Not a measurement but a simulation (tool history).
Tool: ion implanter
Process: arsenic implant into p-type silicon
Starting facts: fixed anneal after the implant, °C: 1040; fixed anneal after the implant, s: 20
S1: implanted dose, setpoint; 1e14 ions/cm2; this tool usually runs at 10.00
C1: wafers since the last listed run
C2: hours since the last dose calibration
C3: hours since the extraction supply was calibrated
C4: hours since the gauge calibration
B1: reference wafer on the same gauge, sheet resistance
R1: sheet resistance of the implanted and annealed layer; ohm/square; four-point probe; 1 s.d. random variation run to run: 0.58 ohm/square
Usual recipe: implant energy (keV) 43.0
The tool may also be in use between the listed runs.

{"run": 1, "hour": 0.0, "S1": 10.0, "implant energy (keV)": 43.0, "C1": 0, "C2": 549.6, "C3": 1703.2, "C4": 174.4, "B1": 96.07, "R1": 110.08}
{"run": 2, "hour": 15.6, "S1": 10.0, "implant energy (keV)": 43.0, "C1": 192, "C2": 565.2, "C3": 1718.8, "C4": 190.0, "B1": 96.03, "R1": 110.39}
{"run": 3, "hour": 31.2, "S1": 10.0, "implant energy (keV)": 43.0, "C1": 192, "C2": 580.8, "C3": 1734.4, "C4": 205.6, "B1": 96.05, "R1": 109.78}
{"run": 4, "hour": 48.6, "S1": 10.0, "implant energy (keV)": 43.0, "C1": 214, "C2": 598.2, "C3": 1751.8, "C4": 223.0, "B1": 96.2, "R1": 110.26}
{"run": 5, "hour": 61.3, "S1": 10.0, "implant energy (keV)": 43.0, "C1": 156, "C2": 610.9, "C3": 1764.5, "C4": 235.7, "B1": 95.98, "R1": 110.49}
{"run": 6, "hour": 70.7, "S1": 10.0, "implant energy (keV)": 43.0, "C1": 115, "C2": 620.3, "C3": 1773.9, "C4": 245.1, "B1": 96.05, "R1": 110.27}
{"run": 7, "hour": 80.0, "S1": 10.0, "implant energy (keV)": 43.0, "C1": 114, "C2": 629.6, "C3": 1783.2, "C4": 254.4, "B1": 96.01, "R1": 109.39}
{"run": 8, "hour": 97.8, "S1": 10.0, "implant energy (keV)": 33.0, "C1": 219, "C2": 647.4, "C3": 1801.0, "C4": 272.2, "B1": 95.9, "R1": 115.2}
{"run": 9, "hour": 138.2, "S1": 10.0, "implant energy (keV)": 43.0, "C1": 497, "C2": 687.8, "C3": 1841.4, "C4": 312.6, "B1": 95.87, "R1": 111.75}
{"run": 10, "hour": 145.6, "S1": 10.0, "implant energy (keV)": 43.0, "C1": 91, "C2": 695.2, "C3": 1848.8, "C4": 320.0, "B1": 95.85, "R1": 111.88}
{"run": 11, "hour": 157.3, "S1": 10.0, "implant energy (keV)": 43.0, "C1": 144, "C2": 706.9, "C3": 1860.5, "C4": 331.7, "B1": 96.0, "R1": 111.06}
{"run": 12, "hour": 170.8, "S1": 10.0, "implant energy (keV)": 43.0, "C1": 166, "C2": 720.4, "C3": 1874.0, "C4": 345.2, "B1": 95.79, "R1": 111.71}
{"run": 13, "hour": 179.6, "S1": 10.95, "implant energy (keV)": 39.0, "C1": 108, "C2": 729.2, "C3": 1882.8, "C4": 354.0, "B1": 95.85, "R1": 105.67}
{"run": 14, "hour": 187.8, "S1": 7.38, "implant energy (keV)": 43.0, "C1": 101, "C2": 737.4, "C3": 1891.0, "C4": 362.2, "B1": 96.08, "R1": 137.44}
{"hour": 201.2, "done": "Faraday cup replaced and dose calibrated"}
{"run": 15, "hour": 201.7, "S1": 7.56, "implant energy (keV)": 52.5, "C1": 72, "C2": 0.5, "C3": 1904.9, "C4": 376.1, "B1": 95.77, "R1": 136.19}
{"run": 16, "hour": 209.9, "S1": 10.0, "implant energy (keV)": 43.0, "C1": 101, "C2": 8.7, "C3": 1913.1, "C4": 384.3, "B1": 95.94, "R1": 113.97}
{"run": 17, "hour": 216.0, "S1": 10.0, "implant energy (keV)": 43.0, "C1": 75, "C2": 14.8, "C3": 1919.2, "C4": 390.4, "B1": 96.16, "R1": 113.31}
{"hour": 224.2, "done": "extraction supply calibrated"}
{"run": 18, "hour": 224.7, "S1": 10.0, "implant energy (keV)": 43.0, "C1": 8, "C2": 23.5, "C3": 0.5, "C4": 399.1, "B1": 96.05, "R1": 114.09}
{"hour": 232.6, "done": "gauge calibrated"}
{"run": 19, "hour": 237.7, "S1": 7.37, "implant energy (keV)": 47.0, "C1": 160, "C2": 36.5, "C3": 13.5, "C4": 5.1, "B1": 95.89, "R1": 141.05}
{"run": 20, "hour": 247.7, "S1": 10.0, "implant energy (keV)": 36.0, "C1": 123, "C2": 46.5, "C3": 23.5, "C4": 15.1, "B1": 96.02, "R1": 116.85}
{"run": 21, "hour": 264.0, "S1": 10.0, "implant energy (keV)": 43.0, "C1": 200, "C2": 62.8, "C3": 39.8, "C4": 31.4, "B1": 96.04, "R1": 113.41}
{"run": 22, "hour": 272.2, "S1": 7.48, "implant energy (keV)": 35.5, "C1": 101, "C2": 71.0, "C3": 48.0, "C4": 39.6, "B1": 95.89, "R1": 144.02}
{"run": 23, "hour": 278.3, "S1": 10.88, "implant energy (keV)": 52.0, "C1": 75, "C2": 77.1, "C3": 54.1, "C4": 45.7, "B1": 95.94, "R1": 103.09}
{"hour": 303.2, "done": "Faraday cup replaced and dose calibrated, repeated, since the last time left the tool worse"}
{"run": 24, "hour": 303.7, "S1": 12.8, "implant energy (keV)": 43.0, "C1": 214, "C2": 0.5, "C3": 79.5, "C4": 71.1, "B1": 96.03, "R1": 92.43}
{"run": 25, "hour": 308.6, "S1": 11.67, "implant energy (keV)": 58.0, "C1": 60, "C2": 5.4, "C3": 84.4, "C4": 76.0, "B1": 95.98, "R1": 93.1}
{"run": 26, "hour": 319.3, "S1": 12.87, "implant energy (keV)": 28.0, "C1": 131, "C2": 16.1, "C3": 95.1, "C4": 86.7, "B1": 95.86, "R1": 99.87}
{"run": 27, "hour": 342.3, "S1": 10.84, "implant energy (keV)": 32.5, "C1": 283, "C2": 39.1, "C3": 118.1, "C4": 109.7, "B1": 96.22, "R1": 108.48}
{"run": 28, "hour": 353.9, "S1": 10.0, "implant energy (keV)": 43.0, "C1": 142, "C2": 50.7, "C3": 129.7, "C4": 121.3, "B1": 95.79, "R1": 109.44}
{"run": 29, "hour": 360.3, "S1": 10.0, "implant energy (keV)": 43.0, "C1": 78, "C2": 57.1, "C3": 136.1, "C4": 127.7, "B1": 96.12, "R1": 108.72}
{"run": 30, "hour": 367.2, "S1": 11.78, "implant energy (keV)": 57.5, "C1": 85, "C2": 64.0, "C3": 143.0, "C4": 134.6, "B1": 96.18, "R1": 92.77}
{"run": 31, "hour": 378.7, "S1": 11.48, "implant energy (keV)": 55.0, "C1": 141, "C2": 75.5, "C3": 154.5, "C4": 146.1, "B1": 96.03, "R1": 95.14}
{"run": 32, "hour": 385.0, "S1": 12.17, "implant energy (keV)": 30.0, "C1": 77, "C2": 81.8, "C3": 160.8, "C4": 152.4, "B1": 96.02, "R1": 102.52}
{"run": 33, "hour": 394.1, "S1": 7.27, "implant energy (keV)": 47.5, "C1": 112, "C2": 90.9, "C3": 169.9, "C4": 161.5, "B1": 96.1, "R1": 135.06}
{"run": 34, "hour": 404.2, "S1": 10.0, "implant energy (keV)": 43.0, "C1": 124, "C2": 101.0, "C3": 180.0, "C4": 171.6, "B1": 95.97, "R1": 108.51}
{"run": 35, "hour": 421.7, "S1": 7.94, "implant energy (keV)": 43.0, "C1": 215, "C2": 118.5, "C3": 197.5, "C4": 189.1, "B1": 95.99, "R1": 128.44}
{"run": 36, "hour": 466.6, "S1": 10.0, "implant energy (keV)": 43.0, "C1": 553, "C2": 163.4, "C3": 242.4, "C4": 234.0, "B1": 95.99, "R1": 109.31}
{"run": 37, "hour": 480.1, "S1": 11.88, "implant energy (keV)": 33.5, "C1": 166, "C2": 176.9, "C3": 255.9, "C4": 247.5, "B1": 96.13, "R1": 100.7}

Branching from run 37: 4 alternative next runs. What would each branch give?
{"run": "A", "hour": 480.5, "S1": 10.0, "implant energy (keV)": 43.0, "C1": 4, "C2": 177.3, "C3": 256.3, "C4": 247.9, "B1": "?", "R1": "?"}
{"run": "B", "hour": 480.5, "S1": 12.35, "implant energy (keV)": 43.0, "C1": 4, "C2": 177.3, "C3": 256.3, "C4": 247.9, "B1": "?", "R1": "?"}
{"run": "C", "hour": 480.5, "S1": 10.8, "implant energy (keV)": 37.5, "C1": 4, "C2": 177.3, "C3": 256.3, "C4": 247.9, "B1": "?", "R1": "?"}
{"run": "D", "hour": 480.5, "S1": 7.03, "implant energy (keV)": 35.5, "C1": 4, "C2": 177.3, "C3": 256.3, "C4": 247.9, "B1": "?", "R1": "?"}

run=A B1=95.95 R1=109.04
run=B B1=95.95 R1=94.65
run=C B1=95.95 R1=105.89
run=D B1=95.95 R1=144.80
Had the tool no hidden state, the same runs would have come out as:
run=A R1=108.63
run=B R1=94.32
run=C R1=105.50
run=D R1=144.21
